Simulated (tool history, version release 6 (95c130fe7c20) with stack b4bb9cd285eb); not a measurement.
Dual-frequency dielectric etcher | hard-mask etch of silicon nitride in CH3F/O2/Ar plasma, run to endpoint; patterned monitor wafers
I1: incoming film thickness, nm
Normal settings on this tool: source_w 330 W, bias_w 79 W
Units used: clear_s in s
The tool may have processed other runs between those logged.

run 1 hour=0.0 | source_w=330 bias_w=79 | I1=36.97 | clear_s=59.5
-- hour=10.5 wet clean of the chamber
run 2 hour=42.0 | source_w=310 bias_w=79 | I1=36.96 | clear_s=59.4
run 3 hour=115.4 | source_w=310 bias_w=79 | I1=37.09 | clear_s=59.8
run 4 hour=200.4 | source_w=290 bias_w=79 | I1=36.14 | clear_s=59.7
run 5 hour=263.0 | source_w=290 bias_w=79 | I1=36.81 | clear_s=60.9
run 6 hour=329.1 | source_w=290 bias_w=79 | I1=36.40 | clear_s=60.4
-- hour=362.4 upper electrode replaced
run 7 hour=427.3 | source_w=350 bias_w=71 | I1=36.39 | clear_s=59.2
-- hour=513.5 source power generator calibrated
run 8 hour=516.5 | source_w=330 bias_w=79 | I1=36.84 | clear_s=59.2
run 9 hour=612.4 | source_w=270 bias_w=79 | I1=37.03 | clear_s=64.5
run 10 hour=653.9 | source_w=350 bias_w=87 | I1=36.85 | clear_s=56.3
-- hour=711.9 wet clean of the chamber
run 11 hour=750.6 | source_w=260 bias_w=90 | I1=36.60 | clear_s=60.0
-- hour=759.7 bias power generator calibrated
run 12 hour=787.6 | source_w=280 bias_w=73 | I1=36.62 | clear_s=63.0
run 13 hour=858.3 | source_w=330 bias_w=79 | I1=36.54 | clear_s=58.0
run 14 hour=924.3 | source_w=380 bias_w=64 | I1=36.74 | clear_s=59.7
run 15 hour=970.9 | source_w=370 bias_w=79 | I1=36.41 | clear_s=55.8

The logged runs with the hidden state left out (each run's random variation unchanged):
The tool's hidden condition here consists of: etch rate over this chamber's usual, %; source power that arrives over what is set, %; bias power that arrives over what is set, %.
run=1 clear_s=58.1
run=2 clear_s=59.4
run=3 clear_s=59.6
run=4 clear_s=59.3
run=5 clear_s=60.4
run=6 clear_s=59.7
run=7 clear_s=58.3
run=8 clear_s=58.1
run=9 clear_s=63.0
run=10 clear_s=54.9
run=11 clear_s=59.8
run=12 clear_s=62.7
run=13 clear_s=57.6
run=14 clear_s=59.1
run=15 clear_s=55.1
